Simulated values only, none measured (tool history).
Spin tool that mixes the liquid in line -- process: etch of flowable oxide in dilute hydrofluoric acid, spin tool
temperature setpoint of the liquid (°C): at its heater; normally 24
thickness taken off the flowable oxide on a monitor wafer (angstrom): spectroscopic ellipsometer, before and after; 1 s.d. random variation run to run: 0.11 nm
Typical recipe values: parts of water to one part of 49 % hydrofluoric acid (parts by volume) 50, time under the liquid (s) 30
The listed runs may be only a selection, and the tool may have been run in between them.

| run | hour | temperature setpoint of the liquid (°C) | parts of water to one part of 49 % hydrofluoric acid (parts by volume) | time under the liquid (s) | wafers since the last listed run | hours since the thermometer was replaced | hours since the hydrofluoric acid flow meter was replaced | hours since the gauge calibration | read-back film thickness of the flowable oxide reference wafer, read on the same gauge (nm) | thickness taken off the flowable oxide on a monitor wafer (angstrom) |
|---|---|---|---|---|---|---|---|---|---|---|
| 1 | 0 | 24 | 50 | 30 | 0 | 597.9 | 332 | 89.3 | 89.99 | 183.8 |
| 2 | 14.6 | 24 | 50 | 30 | 169 | 612.5 | 346.6 | 103.9 | 90.01 | 185.2 |
| 3 | 32.1 | 24 | 50 | 30 | 203 | 630 | 364.1 | 121.4 | 90.03 | 183.4 |
| 4 | 53.1 | 25 | 50 | 30 | 244 | 651 | 385.1 | 142.4 | 89.98 | 192.2 |
| 5 | 82 | 24 | 50 | 30 | 335 | 679.9 | 414 | 171.3 | 90 | 184.9 |
| 6 | 152.8 | 24 | 50 | 30 | 822 | 750.7 | 484.8 | 242.1 | 89.99 | 186.4 |
| 7 | 173.6 | 24 | 50 | 20 | 241 | 771.5 | 505.6 | 262.9 | 90 | 126.7 |
| 8 | 200.3 | 24 | 50 | 30 | 310 | 798.2 | 532.3 | 289.6 | 90 | 188.8 |
| 9 | 242.5 | 24 | 50 | 30 | 490 | 840.4 | 574.5 | 331.8 | 90.01 | 190.2 |
| 10 | 276 | 24 | 50 | 30 | 389 | 873.9 | 608 | 365.3 | 89.96 | 190 |
| 11 | 302.5 | 20.5 | 65 | 40 | 307 | 900.4 | 634.5 | 391.8 | 90.01 | 167.8 |
|  | 333.2 | gauge calibrated |
| 12 | 335.5 | 24 | 50 | 30 | 383 | 933.4 | 667.5 | 2.3 | 90.01 | 191.1 |
|  | 372.5 | hydrofluoric acid flow meter replaced |
| 13 | 388.2 | 28 | 40 | 35 | 600 | 986.1 | 15.7 | 55 | 89.99 | 356.9 |
| 14 | 403.7 | 19 | 50 | 30 | 180 | 1001.6 | 31.2 | 70.5 | 90 | 164.9 |
|  | 434.3 | thermometer replaced |
| 15 | 435.7 | 24 | 60 | 30 | 360 | 1.4 | 63.2 | 102.5 | 90.01 | 168 |
| 16 | 468.8 | 27 | 75 | 20 | 384 | 34.5 | 96.3 | 135.6 | 89.98 | 99 |
|  | 528.8 | hydrofluoric acid flow meter replaced, repeated, since the last time left the tool worse |
| 17 | 544.4 | 22.5 | 70 | 30 | 866 | 110.1 | 15.6 | 211.2 | 89.99 | 116.3 |
| 18 | 556.7 | 24 | 50 | 30 | 142 | 122.4 | 27.9 | 223.5 | 90 | 175.7 |
| 19 | 587.5 | 24 | 50 | 30 | 357 | 153.2 | 58.7 | 254.3 | 90 | 178.4 |
| 20 | 609.8 | 26 | 50 | 30 | 259 | 175.5 | 81 | 276.6 | 90.01 | 194.4 |
| 21 | 635.6 | 25.5 | 65 | 40 | 299 | 201.3 | 106.8 | 302.4 | 90.01 | 192.7 |

Measured result minus the same run's result without the hidden state. Both carry the same run-to-run variation, though not necessarily the same gauge scatter:
The hidden state here: liquid colder than its thermometer reads (K); hydrofluoric acid flow above the setpoint (%); gauge reads high (%).
| run | thickness taken off the flowable oxide on a monitor wafer (angstrom) |
|---|---|
| 1 | +7.5 |
| 2 | +7.9 |
| 3 | +8.3 |
| 4 | +9.1 |
| 5 | +9.3 |
| 6 | +10.9 |
| 7 | +7.7 |
| 8 | +12.1 |
| 9 | +13.1 |
| 10 | +13.8 |
| 11 | +12.8 |
| 12 | +15.1 |
| 13 | +45.9 |
| 14 | +21.4 |
| 15 | +22.7 |
| 16 | +14 |
| 17 | +0.8 |
| 18 | +1.5 |
| 19 | +2.3 |
| 20 | +3 |
| 21 | +3.7 |

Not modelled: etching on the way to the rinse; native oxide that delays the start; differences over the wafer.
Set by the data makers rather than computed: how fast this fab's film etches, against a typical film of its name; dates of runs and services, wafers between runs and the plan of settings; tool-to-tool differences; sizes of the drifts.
